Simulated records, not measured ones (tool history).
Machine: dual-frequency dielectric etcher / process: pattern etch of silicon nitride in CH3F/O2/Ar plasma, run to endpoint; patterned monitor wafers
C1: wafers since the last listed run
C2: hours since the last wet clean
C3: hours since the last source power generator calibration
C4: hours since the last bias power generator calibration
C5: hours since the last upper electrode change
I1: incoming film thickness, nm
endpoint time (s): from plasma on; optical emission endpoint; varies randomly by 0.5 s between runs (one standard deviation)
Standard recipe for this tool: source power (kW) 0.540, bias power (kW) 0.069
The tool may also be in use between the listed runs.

Run 1, hour 0.0: usual settings; C1 0; C2 168.7; C3 3272.2; C4 1061.7; C5 2731.5; I1 51.8. Result: endpoint time (s) 68.2.
Run 2, hour 50.0: usual settings; C1 797; C2 218.7; C3 3322.2; C4 1111.7; C5 2781.5; I1 52.3. Result: endpoint time (s) 68.8.
Run 3, hour 112.1: usual settings but bias power (kW) 0.060; C1 990; C2 280.8; C3 3384.3; C4 1173.8; C5 2843.6; I1 51.9. Result: endpoint time (s) 70.8.
Run 4, hour 158.3: usual settings but bias power (kW) 0.060; C1 737; C2 327.0; C3 3430.5; C4 1220.0; C5 2889.8; I1 51.9. Result: endpoint time (s) 72.0.
At hour 266.3: wet clean of the chamber.
Run 5, hour 365.0: usual settings but bias power (kW) 0.060; C1 2915; C2 98.7; C3 3637.2; C4 1426.7; C5 3096.5; I1 51.7. Result: endpoint time (s) 74.7.
At hour 379.5: source power generator calibrated.
At hour 463.4: upper electrode replaced.
At hour 477.3: wet clean of the chamber, repeated, since the last time left the tool worse.
Run 6, hour 477.8: usual settings but source power (kW) 0.600, bias power (kW) 0.061; C1 1131; C2 0.5; C3 98.3; C4 1539.5; C5 14.4; I1 52.1. Result: endpoint time (s) 68.4.
Run 7, hour 516.9: usual settings but source power (kW) 0.600, bias power (kW) 0.061; C1 623; C2 39.6; C3 137.4; C4 1578.6; C5 53.5; I1 51.8. Result: endpoint time (s) 67.9.
Run 8, hour 560.4: usual settings; C1 694; C2 83.1; C3 180.9; C4 1622.1; C5 97.0; I1 52.1. Result: endpoint time (s) 69.8.
Run 9, hour 612.6: usual settings but source power (kW) 0.410, bias power (kW) 0.059; C1 832; C2 135.3; C3 233.1; C4 1674.3; C5 149.2; I1 52.5. Result: endpoint time (s) 80.4.
At hour 675.0: bias power generator calibrated.
Run 10, hour 681.7: usual settings but source power (kW) 0.410, bias power (kW) 0.083; C1 1038; C2 204.4; C3 302.2; C4 6.7; C5 218.3; I1 51.5. Result: endpoint time (s) 73.7.
Run 11, hour 724.0: usual settings; C1 674; C2 246.7; C3 344.5; C4 49.0; C5 260.6; I1 51.8. Result: endpoint time (s) 70.3.
Run 12, hour 787.7: usual settings but source power (kW) 0.620, bias power (kW) 0.076; C1 1016; C2 310.4; C3 408.2; C4 112.7; C5 324.3; I1 51.6. Result: endpoint time (s) 64.7.
Run 13, hour 871.6: usual settings but bias power (kW) 0.083; C1 1338; C2 394.3; C3 492.1; C4 196.6; C5 408.2; I1 51.5. Result: endpoint time (s) 67.0.
At hour 948.2: wet clean of the chamber.
Run 14, hour 972.0: usual settings but source power (kW) 0.440, bias power (kW) 0.056; C1 1218; C2 23.8; C3 592.5; C4 297.0; C5 508.6; I1 51.6. Result: endpoint time (s) 77.6.

Consider 4 possible next runs. They are alternatives, not a sequence: every one starts from the tool as it was left by run 14. What does each give?
Run A, hour 972.4: usual settings; C1 6; C2 24.2; C3 592.9; C4 297.4; C5 509.0; I1 51.8. Result: endpoint time (s) ?.
Run B, hour 972.4: usual settings but source power (kW) 0.650, bias power (kW) 0.057; C1 6; C2 24.2; C3 592.9; C4 297.4; C5 509.0; I1 51.8. Result: endpoint time (s) ?.
Run C, hour 972.4: usual settings but source power (kW) 0.460; C1 6; C2 24.2; C3 592.9; C4 297.4; C5 509.0; I1 51.8. Result: endpoint time (s) ?.
Run D, hour 972.4: usual settings but source power (kW) 0.450, bias power (kW) 0.055; C1 6; C2 24.2; C3 592.9; C4 297.4; C5 509.0; I1 51.8. Result: endpoint time (s) ?.

run  endpoint time (s)
  A               66.7
  B               64.8
  C               70.9
  D               75.3
With no hidden state in the tool, these same runs would have given:
run  endpoint time (s)
  A               66.8
  B               64.9
  C               71.0
  D               75.4
